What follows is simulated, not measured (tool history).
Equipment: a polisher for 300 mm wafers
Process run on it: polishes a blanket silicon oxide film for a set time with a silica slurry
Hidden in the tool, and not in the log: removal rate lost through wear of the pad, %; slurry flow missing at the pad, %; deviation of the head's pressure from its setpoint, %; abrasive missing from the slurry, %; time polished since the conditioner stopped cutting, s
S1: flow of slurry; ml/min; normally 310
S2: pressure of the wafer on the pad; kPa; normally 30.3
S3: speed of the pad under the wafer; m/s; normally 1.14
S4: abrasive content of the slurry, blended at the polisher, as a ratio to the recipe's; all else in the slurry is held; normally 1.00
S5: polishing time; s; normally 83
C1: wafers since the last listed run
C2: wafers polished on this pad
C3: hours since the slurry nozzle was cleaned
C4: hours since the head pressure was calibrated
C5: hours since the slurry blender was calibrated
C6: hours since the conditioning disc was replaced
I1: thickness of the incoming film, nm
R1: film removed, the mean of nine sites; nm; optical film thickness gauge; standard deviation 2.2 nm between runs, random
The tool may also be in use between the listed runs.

| run | day | S1 | S2 | S3 | S4 | S5 | C1 | C2 | C3 | C4 | C5 | C6 | I1 | R1 |
|---|---|---|---|---|---|---|---|---|---|---|---|---|---|---|
| 1 | 0.000 | 310 | 30.3 | 1.14 | 1.00 | 66 | 0 | 1136 | 257.6 | 675.0 | 526.2 | 191.1 | 1102.9 | 196.7 |
|  | 0.508 | slurry blender recalibrated |
|  | 1.754 | worn pad replaced by a new one |
| 2 | 2.396 | 310 | 30.3 | 1.14 | 1.00 | 83 | 417 | 124 | 315.1 | 732.5 | 45.3 | 248.6 | 1106.4 | 246.2 |
| 3 | 4.104 | 310 | 30.3 | 1.14 | 1.00 | 83 | 332 | 456 | 356.1 | 773.5 | 86.3 | 289.6 | 1109.8 | 246.0 |
| 4 | 6.879 | 310 | 30.3 | 1.14 | 1.00 | 83 | 539 | 996 | 422.7 | 840.1 | 152.9 | 356.2 | 1114.1 | 249.3 |
|  | 8.592 | conditioning disc replaced and pad reconditioned |
|  | 9.475 | worn pad replaced by a new one |
| 5 | 9.538 | 310 | 30.3 | 1.14 | 1.00 | 83 | 468 | 12 | 486.5 | 903.9 | 216.7 | 22.7 | 1105.9 | 250.2 |
| 6 | 11.667 | 310 | 30.3 | 1.14 | 1.00 | 83 | 413 | 426 | 537.6 | 955.0 | 267.8 | 73.8 | 1099.4 | 246.5 |
|  | 14.267 | slurry nozzle cleaned |
| 7 | 14.492 | 310 | 30.3 | 1.14 | 1.00 | 83 | 541 | 967 | 5.4 | 1022.8 | 335.6 | 141.6 | 1117.4 | 252.3 |
| 8 | 17.450 | 310 | 30.3 | 1.14 | 1.00 | 102 | 575 | 1542 | 76.4 | 1093.8 | 406.6 | 212.6 | 1096.8 | 309.5 |
|  | 18.267 | worn pad replaced by a new one |
|  | 18.796 | slurry blender recalibrated |
| 9 | 19.700 | 310 | 30.3 | 1.14 | 1.00 | 102 | 388 | 262 | 130.4 | 1147.8 | 21.7 | 266.6 | 1111.4 | 306.2 |
| 10 | 21.338 | 310 | 30.3 | 1.14 | 1.00 | 102 | 318 | 580 | 169.7 | 1187.1 | 61.0 | 305.9 | 1102.7 | 305.2 |
| 11 | 22.812 | 310 | 30.3 | 1.14 | 1.00 | 83 | 286 | 867 | 205.1 | 1222.5 | 96.4 | 341.3 | 1102.0 | 250.7 |
| 12 | 24.758 | 310 | 30.3 | 1.14 | 1.00 | 83 | 378 | 1245 | 251.8 | 1269.2 | 143.1 | 388.0 | 1109.2 | 248.6 |
|  | 26.529 | worn pad replaced by a new one |
|  | 26.925 | head pressure recalibrated |
| 13 | 26.946 | 390 | 26.9 | 1.34 | 1.00 | 96 | 376 | 64 | 304.3 | 0.5 | 195.6 | 440.5 | 1093.2 | 296.6 |
|  | 27.258 | conditioning disc replaced and pad reconditioned |
| 14 | 29.542 | 310 | 30.3 | 1.14 | 1.00 | 83 | 488 | 552 | 366.6 | 62.8 | 257.9 | 54.8 | 1124.1 | 248.4 |
| 15 | 31.946 | 310 | 30.3 | 1.14 | 0.70 | 83 | 467 | 1020 | 424.3 | 120.5 | 315.6 | 112.5 | 1091.1 | 205.0 |
| 16 | 33.508 | 310 | 35.2 | 0.92 | 1.25 | 101 | 303 | 1323 | 461.8 | 158.0 | 353.1 | 150.0 | 1109.0 | 322.6 |
|  | 34.662 | worn pad replaced by a new one |
| 17 | 35.871 | 310 | 30.3 | 0.88 | 0.85 | 83 | 426 | 234 | 518.5 | 214.7 | 409.8 | 206.7 | 1118.2 | 188.0 |
|  | 36.758 | slurry nozzle cleaned |
| 18 | 38.588 | 310 | 24.1 | 1.14 | 0.80 | 83 | 520 | 754 | 43.9 | 279.9 | 475.0 | 271.9 | 1115.8 | 178.7 |
|  | 40.662 | slurry blender recalibrated |
| 19 | 40.679 | 250 | 22.1 | 1.14 | 1.00 | 68 | 390 | 1145 | 94.1 | 330.1 | 0.4 | 322.1 | 1096.8 | 146.1 |
| 20 | 42.050 | 310 | 37.9 | 1.14 | 1.00 | 83 | 266 | 1411 | 127.0 | 363.0 | 33.3 | 355.0 | 1122.3 | 308.0 |

Consider 3 possible next runs. They are alternatives, not a sequence: every one starts from the tool as it was left by run 20. What does each give?
| A | 42.067 | 310 | 30.3 | 1.14 | 1.00 | 103 | 3 | 1414 | 127.4 | 363.4 | 33.7 | 355.4 | 1100.9 | ? |
| B | 42.067 | 385 | 30.3 | 0.90 | 1.20 | 63 | 3 | 1414 | 127.4 | 363.4 | 33.7 | 355.4 | 1100.9 | ? |
| C | 42.067 | 310 | 30.3 | 1.14 | 1.25 | 83 | 3 | 1414 | 127.4 | 363.4 | 33.7 | 355.4 | 1100.9 | ? |

| run | R1 |
|---|---|
| A | 306.6 |
| B | 171.0 |
| C | 271.6 |
What these runs would have given with no unlogged condition in the tool:
| run | R1 |
|---|---|
| A | 306.6 |
| B | 171.0 |
| C | 271.6 |
